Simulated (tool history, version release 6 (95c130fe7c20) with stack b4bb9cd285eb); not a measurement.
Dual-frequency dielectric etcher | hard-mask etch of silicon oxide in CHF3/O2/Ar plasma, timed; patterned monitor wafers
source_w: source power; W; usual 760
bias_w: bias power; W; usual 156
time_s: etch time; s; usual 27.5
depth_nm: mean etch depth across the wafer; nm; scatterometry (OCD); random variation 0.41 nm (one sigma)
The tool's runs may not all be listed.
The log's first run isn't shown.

run,hour,source_w,bias_w,time_s,"read-back reference wafer on the same gauge, depth_nm",depth_nm
2,9.2,760,156,27.5,64.6,67.2
3,21.8,760,156,21.5,64.8,52.8
4,38.8,760,156,27.5,64.7,66.6
5,45.9,760,156,27.5,64.7,67.6
6,63.0,760,156,27.5,64.8,67.6
7,71.0,760,156,27.5,64.8,67.1
8,81.4,760,156,27.5,64.7,68.5
9,95.7,760,156,27.5,64.7,67.8
10,109.3,650,156,27.5,64.6,63.8
11,117.9,650,156,27.5,64.7,63.4
12,128.9,760,156,27.5,64.7,68.1
13,158.5,760,156,27.5,64.8,67.8
# hour 188.6: upper electrode replaced
14,189.1,760,156,27.5,64.7,68.3
15,189.4,760,156,27.5,64.6,67.7
16,191.7,660,156,27.5,64.7,65.0
# hour 201.6: source power generator calibrated
# hour 210.1: gauge calibrated
# hour 218.4: bias power generator calibrated
17,218.9,760,156,27.5,64.8,68.3
# hour 253.0: wet clean of the chamber
18,253.5,760,178,31.0,64.8,79.6
19,253.8,760,177,23.5,64.6,59.9
20,254.1,910,144,27.5,64.7,67.3

Run 21 comes next. What will it give?
21,256.0,650,156,27.5,?,?

read-back reference wafer on the same gauge, depth_nm: 64.7
depth_nm: 62.0 nm
Without the tool's hidden state the same run would have given depth_nm 61.8 nm.
